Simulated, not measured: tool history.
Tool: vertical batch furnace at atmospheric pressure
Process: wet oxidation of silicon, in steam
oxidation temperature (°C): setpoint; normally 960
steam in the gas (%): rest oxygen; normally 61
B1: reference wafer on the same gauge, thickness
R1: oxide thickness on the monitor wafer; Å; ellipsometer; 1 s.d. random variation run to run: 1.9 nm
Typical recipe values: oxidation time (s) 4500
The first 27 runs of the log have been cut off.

run 28 hour=1738.7 | oxidation_temperature_(°C)=960 oxidation_time_(s)=4500 steam_in_the_gas_(%)=61 | B1=352.38 | R1=3233.3
run 29 hour=1810.4 | oxidation_temperature_(°C)=944 oxidation_time_(s)=2730 steam_in_the_gas_(%)=52 | B1=351.42 | R1=1743.6
run 30 hour=1899.3 | oxidation_temperature_(°C)=940 oxidation_time_(s)=5670 steam_in_the_gas_(%)=69 | B1=351.76 | R1=3556.0
run 31 hour=1929.0 | oxidation_temperature_(°C)=960 oxidation_time_(s)=4500 steam_in_the_gas_(%)=61 | B1=352.49 | R1=3224.2
run 32 hour=1986.0 | oxidation_temperature_(°C)=950 oxidation_time_(s)=4500 steam_in_the_gas_(%)=72 | B1=351.30 | R1=3370.6
run 33 hour=2025.2 | oxidation_temperature_(°C)=984 oxidation_time_(s)=3120 steam_in_the_gas_(%)=61 | B1=351.64 | R1=2991.2
run 34 hour=2063.2 | oxidation_temperature_(°C)=937 oxidation_time_(s)=6180 steam_in_the_gas_(%)=72 | B1=351.83 | R1=3808.6
run 35 hour=2112.2 | oxidation_temperature_(°C)=960 oxidation_time_(s)=4500 steam_in_the_gas_(%)=61 | B1=352.66 | R1=3260.4
run 36 hour=2138.6 | oxidation_temperature_(°C)=976 oxidation_time_(s)=6240 steam_in_the_gas_(%)=53 | B1=351.74 | R1=4139.8
run 37 hour=2177.9 | oxidation_temperature_(°C)=975 oxidation_time_(s)=6030 steam_in_the_gas_(%)=71 | B1=350.59 | R1=4826.7
run 38 hour=2207.5 | oxidation_temperature_(°C)=960 oxidation_time_(s)=4500 steam_in_the_gas_(%)=61 | B1=351.63 | R1=3240.8

4 ways to go on from here, each from the tool as it stands after run 38. What would each give?
run A hour=2212.5 | oxidation_temperature_(°C)=960 oxidation_time_(s)=4500 steam_in_the_gas_(%)=61 | B1=? | R1=?
run B hour=2212.5 | oxidation_temperature_(°C)=971 oxidation_time_(s)=3840 steam_in_the_gas_(%)=67 | B1=? | R1=?
run C hour=2212.5 | oxidation_temperature_(°C)=936 oxidation_time_(s)=6030 steam_in_the_gas_(%)=50 | B1=? | R1=?
run D hour=2212.5 | oxidation_temperature_(°C)=960 oxidation_time_(s)=4500 steam_in_the_gas_(%)=53 | B1=? | R1=?

run=A B1=351.56 R1=3242.8
run=B B1=351.56 R1=3367.9
run=C B1=351.56 R1=2856.6
run=D B1=351.56 R1=2936.5
With no hidden state in the tool, these same runs would have given:
run=A R1=3348.5
run=B R1=3475.2
run=C R1=2955.2
run=D R1=3033.9
